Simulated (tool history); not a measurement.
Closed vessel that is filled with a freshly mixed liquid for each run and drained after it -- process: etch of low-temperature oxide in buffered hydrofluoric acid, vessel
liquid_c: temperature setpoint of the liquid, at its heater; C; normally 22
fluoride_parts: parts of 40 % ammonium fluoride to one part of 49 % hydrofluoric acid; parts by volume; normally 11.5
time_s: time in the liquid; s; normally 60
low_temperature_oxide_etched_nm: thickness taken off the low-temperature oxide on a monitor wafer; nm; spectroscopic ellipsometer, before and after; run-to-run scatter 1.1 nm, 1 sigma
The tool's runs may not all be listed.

run,day,liquid_c,fluoride_parts,time_s,"read-back film thickness of the low-temperature oxide reference wafer, read on the same gauge (nm)",low_temperature_oxide_etched_nm
1,0,18,11.5,60,49.99,118.33
2,1.95,22,8.5,60,50.01,191.97
3,4.338,22,11.5,85,49.99,206.69
4,5.6,22,11.5,60,49.97,143.72
5,7.712,22,11.5,60,50.04,145.16
6,10.196,22,11.5,60,49.98,144.58
7,11.371,22,11.5,60,50,143.38
8,13.346,22,11.5,60,49.97,144.15
9,15.921,22,11.5,60,49.99,143.81
10,18.317,22,11.5,60,49.99,142.58
# day 20.925: thermometer replaced
11,27.208,22,12.5,60,49.95,131.22
# day 29.433: hydrofluoric acid flow meter replaced
12,29.55,22,11.5,40,50.04,99.33
# day 29.721: gauge calibrated
13,32.204,22,11.5,60,50,147.92
14,33.696,22,14.5,70,50.02,139.87
15,38.362,20.5,9,60,50.01,167.21
16,40.767,17.5,15.5,70,49.99,99.89
17,42.3,22,12.5,60,50.01,134.18
18,44.183,18.5,10,60,50.01,138.21
19,47.6,22,11.5,95,49.99,231.53
20,50.2,24.5,16,60,49.99,120.69
21,51.688,22,11.5,35,49.95,85.08
22,53.288,22,11.5,60,50.01,144.45
23,54.329,24.5,14,60,50.01,136.11
24,56.667,22,11.5,60,50.03,145.07
25,59.096,22,11.5,80,50.04,189.19
26,64.154,22,15,60,50.02,110.68

For some of the steps in low_temperature_oxide_etched_nm from one run to the next: how much would appear even if the tool had no hidden state, given the settings, what came in and random variation, and how much remains for the hidden state plus any gauge scatter that the measured result and the result without hidden state don't share?
The tool's hidden condition here consists of: liquid colder than its thermometer reads (K); hydrofluoric acid flow below the setpoint (%); gauge reads high (%).
Run 11 -> 12: fluoride_parts 12.5 -> 11.5, time_s 60 -> 40, hydrofluoric acid flow meter replaced. low_temperature_oxide_etched_nm -31.89 nm: hidden state +6.68, all else -38.57.
Run 18 -> 19: liquid_c 18.5 -> 22, fluoride_parts 10 -> 11.5, time_s 60 -> 95. low_temperature_oxide_etched_nm +93.32 nm: hidden state -2.64, all else +95.96.
Run 19 -> 20: liquid_c 22 -> 24.5, fluoride_parts 11.5 -> 16, time_s 95 -> 60. low_temperature_oxide_etched_nm -110.84 nm: hidden state +2.14, all else -112.98.
